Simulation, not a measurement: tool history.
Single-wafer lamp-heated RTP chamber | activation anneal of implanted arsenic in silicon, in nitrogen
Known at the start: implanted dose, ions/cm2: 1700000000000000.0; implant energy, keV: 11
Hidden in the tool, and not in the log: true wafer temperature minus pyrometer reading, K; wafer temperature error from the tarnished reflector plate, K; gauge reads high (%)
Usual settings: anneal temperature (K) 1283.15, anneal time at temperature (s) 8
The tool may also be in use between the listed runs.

run    hour  anneal temperature (K)  anneal time at temperature (s)  wafers since the last listed run  wafers since the last pyrometer calibration  wafers since the reflector plate was cleaned  hours since the gauge calibration  read-back reference wafer on the same gauge, sheet resistance  sheet resistance of the implanted and annealed layer (ohm/square)
  1       0                 1283.15                               8                                 0                                         1087                                           409                              747.8                                                         148.02                                                             145.53
  2    87.4                 1294.15                              12                              1350                                         2437                                          1760                              835.2                                                         148.02                                                             126.91
  3   171.7                 1283.15                               8                              1302                                         3740                                          3063                              919.5                                                         148.07                                                             146.76
      190.9  -- gauge calibrated
  4   227.4                 1283.15                               8                               860                                         4601                                          3923                               36.5                                                         148.11                                                             147.76
  5   302.3                 1283.15                               8                              1157                                         5758                                          5081                              111.4                                                         148.15                                                             146.03
      360.5  -- pyrometer window cleaned and pyrometer calibrated
  6   409.7                 1283.15                               8                              1535                                          760                                          6617                              218.8                                                         148.04                                                             145.62
  7     531                 1283.15                               6                              1874                                         2635                                          8491                              340.1                                                         148.13                                                             152.13
  8   587.4                 1283.15                               6                               871                                         3506                                          9363                              396.5                                                         147.93                                                             150.47
  9   680.4                 1283.15                               6                              1437                                         4943                                         10800                              489.5                                                         148.13                                                             148.88
 10   756.4                 1283.15                               8                              1174                                         6118                                         11974                              565.5                                                         147.85                                                             141.03
      808.9  -- reflector plate cleaned
 11     830                 1283.15                               8                              1013                                         7131                                           325                              639.1                                                         148.03                                                             147.12
      843.6  -- pyrometer window cleaned and pyrometer calibrated
 12   876.9                 1257.15                               7                               601                                          515                                           926                                686                                                         148.07                                                             168.77
 13   943.9                 1266.15                              11                              1035                                         1550                                          1961                                753                                                         147.99                                                             151.75
 14  1027.8                 1272.15                              10                              1296                                         2847                                          3258                              836.9                                                         147.98                                                             150.01
 15  1072.7                 1283.15                               8                               693                                         3540                                          3952                              881.8                                                         148.01                                                             146.42
     1089.7  -- gauge calibrated
 16  1165.8                 1311.15                              12                              1438                                         4979                                          5390                               76.1                                                         148.08                                                             113.76
 17  1253.1                 1283.15                               8                              1349                                         6328                                          6739                              163.4                                                         147.88                                                             145.52
     1284.3  -- pyrometer window cleaned and pyrometer calibrated
 18  1332.9                 1253.15                               8                              1109                                          750                                          7849                              243.2                                                         147.93                                                             166.97
 19    1389                 1283.15                              11                               866                                         1617                                          8716                              299.3                                                         148.07                                                             134.01
 20  1468.7                 1283.15                               4                              1231                                         2848                                          9947                                379                                                         147.95                                                             158.72
 21  1506.7                 1267.15                               5                               587                                         3436                                         10534                                417                                                         148.08                                                             164.45
 22  1556.6                 1258.15                               6                               771                                         4207                                         11305                              466.9                                                          148.1                                                             166.91

5 ways to go on from here, each from the tool as it stands after run 22. What would each give?
  A  1557                 1283.15                              12                                 6                                         4213                                         11312                              467.3                                                              ?                                                                  ?
  B  1557                 1275.15                               8                                 6                                         4213                                         11312                              467.3                                                              ?                                                                  ?
  C  1557                 1269.15                               8                                 6                                         4213                                         11312                              467.3                                                              ?                                                                  ?
  D  1557                 1255.15                               8                                 6                                         4213                                         11312                              467.3                                                              ?                                                                  ?
  E  1557                 1310.15                               5                                 6                                         4213                                         11312                              467.3                                                              ?                                                                  ?

run  read-back reference wafer on the same gauge, sheet resistance  sheet resistance of the implanted and annealed layer (ohm/square)
  A                                                         147.89                                                             130.62
  B                                                         147.89                                                              147.5
  C                                                         147.89                                                             152.15
  D                                                         147.89                                                             162.77
  E                                                         147.89                                                             133.24
Without the tool's hidden state the same runs would have given:
run  sheet resistance of the implanted and annealed layer (ohm/square)
  A                                                             136.41
  B                                                             153.12
  C                                                             157.71
  D                                                             168.03
  E                                                             138.38
